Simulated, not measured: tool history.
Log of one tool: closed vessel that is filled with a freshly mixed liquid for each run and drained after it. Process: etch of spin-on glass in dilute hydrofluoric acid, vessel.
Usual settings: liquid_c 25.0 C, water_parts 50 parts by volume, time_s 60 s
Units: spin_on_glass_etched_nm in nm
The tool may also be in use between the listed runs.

run,day,liquid_c,water_parts,time_s,"read-back film thickness of the spin-on glass reference wafer, read on the same gauge (nm)",spin_on_glass_etched_nm
1,0.000,25.0,50,60,100.00,80.30
# day 0.133: gauge calibrated
2,2.979,25.0,50,60,99.99,80.17
3,4.512,25.0,50,60,100.02,80.10
4,5.825,25.0,50,50,99.99,67.21
5,12.050,25.0,50,50,100.00,67.29
6,14.675,24.0,50,60,99.99,77.77
# day 15.438: thermometer replaced
7,16.071,25.0,50,60,100.02,84.17
8,17.354,25.0,70,60,99.98,58.30
9,18.692,25.0,50,60,99.97,84.10
10,19.938,22.0,50,70,100.01,87.50
# day 20.425: thermometer replaced, repeated, since the last time left the tool worse
# day 22.121: gauge calibrated
11,22.225,25.0,50,75,99.98,94.28
12,23.696,27.5,35,70,99.99,140.17
# day 24.121: hydrofluoric acid flow meter replaced
13,26.246,25.0,40,60,100.01,95.19
14,28.817,27.0,50,60,99.99,81.82
15,31.471,20.5,50,60,100.00,62.63

Forecast each of these 5 alternatives for the next run:
A,31.500,23.0,50,60,?,?
B,31.500,25.0,60,95,?,?
C,31.500,22.0,70,60,?,?
D,31.500,25.0,70,35,?,?
E,31.500,20.0,40,45,?,?

run,"read-back film thickness of the spin-on glass reference wafer, read on the same gauge (nm)",spin_on_glass_etched_nm
A,100.00,69.64
B,100.00,98.40
C,100.00,46.54
D,100.00,30.66
E,100.00,58.28
Without the tool's hidden state the same runs would have given:
run,spin_on_glass_etched_nm
A,68.75
B,97.17
C,45.95
D,30.28
E,57.52
